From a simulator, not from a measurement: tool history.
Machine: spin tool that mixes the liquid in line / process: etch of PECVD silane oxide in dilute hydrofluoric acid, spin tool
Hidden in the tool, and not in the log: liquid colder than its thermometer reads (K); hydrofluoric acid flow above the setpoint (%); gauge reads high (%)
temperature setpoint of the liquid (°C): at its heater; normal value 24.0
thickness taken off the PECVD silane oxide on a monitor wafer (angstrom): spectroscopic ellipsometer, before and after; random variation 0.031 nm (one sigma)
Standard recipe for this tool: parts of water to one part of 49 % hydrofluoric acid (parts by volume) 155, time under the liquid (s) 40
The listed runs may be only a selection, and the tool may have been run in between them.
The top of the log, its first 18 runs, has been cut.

run   hour  temperature setpoint of the liquid (°C)  parts of water to one part of 49 % hydrofluoric acid (parts by volume)  time under the liquid (s)  wafers since the last listed run  hours since the thermometer was replaced  hours since the hydrofluoric acid flow meter was replaced  hours since the gauge calibration  read-back film thickness of the PECVD silane oxide reference wafer, read on the same gauge (nm)  thickness taken off the PECVD silane oxide on a monitor wafer (angstrom)
 19  531.1                                     22.0                                                                     155                         40                               223                                    2352.8                                                     1170.4                              145.7                                                                                            49.66                                                                      54.1
 20  549.9                                     26.5                                                                     155                         25                               242                                    2371.6                                                     1189.2                              164.5                                                                                            49.62                                                                      40.6
     572.8  -- thermometer replaced
 21  584.1                                     24.0                                                                     155                         40                               428                                      11.3                                                     1223.4                              198.7                                                                                            49.62                                                                      58.8
 22  609.3                                     20.5                                                                      80                         25                               325                                      36.5                                                     1248.6                              223.9                                                                                            49.55                                                                      66.7
 23  634.9                                     20.0                                                                     195                         30                               330                                      62.1                                                     1274.2                              249.5                                                                                            49.49                                                                      28.3
 24  666.9                                     24.0                                                                     155                         40                               413                                      94.1                                                     1306.2                              281.5                                                                                            49.39                                                                      58.3
     672.1  -- hydrofluoric acid flow meter replaced
 25  699.8                                     28.0                                                                     180                         50                               411                                     127.0                                                       27.7                              314.4                                                                                            49.34                                                                      70.7
 26  731.1                                     24.0                                                                     155                         40                               404                                     158.3                                                       59.0                              345.7                                                                                            49.27                                                                      58.4
     830.4  -- gauge calibrated
 27  834.4                                     26.0                                                                     155                         40                              1333                                     261.6                                                      162.3                                4.0                                                                                            50.01                                                                      64.1
 28  865.3                                     24.0                                                                     155                         40                               399                                     292.5                                                      193.2                               34.9                                                                                            50.01                                                                      58.9
 29  879.7                                     24.0                                                                     155                         60                               185                                     306.9                                                      207.6                               49.3                                                                                            49.94                                                                      88.4
 30  914.4                                     20.5                                                                     155                         30                               448                                     341.6                                                      242.3                               84.0                                                                                            49.88                                                                      38.4
 31  927.5                                     26.0                                                                     215                         25                               169                                     354.7                                                      255.4                               97.1                                                                                            49.80                                                                      26.6

Run 32 has not been measured yet. What should we expect?
 32  962.6                                     22.0                                                                     155                         20                               453                                     389.8                                                      290.5                              132.2                                                                                                ?                                                                         ?

read-back film thickness of the PECVD silane oxide reference wafer, read on the same gauge (nm): 49.74
thickness taken off the PECVD silane oxide on a monitor wafer (angstrom): 27.1
Had the tool carried no hidden state, the very same run would have given thickness taken off the PECVD silane oxide on a monitor wafer (angstrom) 27.2.

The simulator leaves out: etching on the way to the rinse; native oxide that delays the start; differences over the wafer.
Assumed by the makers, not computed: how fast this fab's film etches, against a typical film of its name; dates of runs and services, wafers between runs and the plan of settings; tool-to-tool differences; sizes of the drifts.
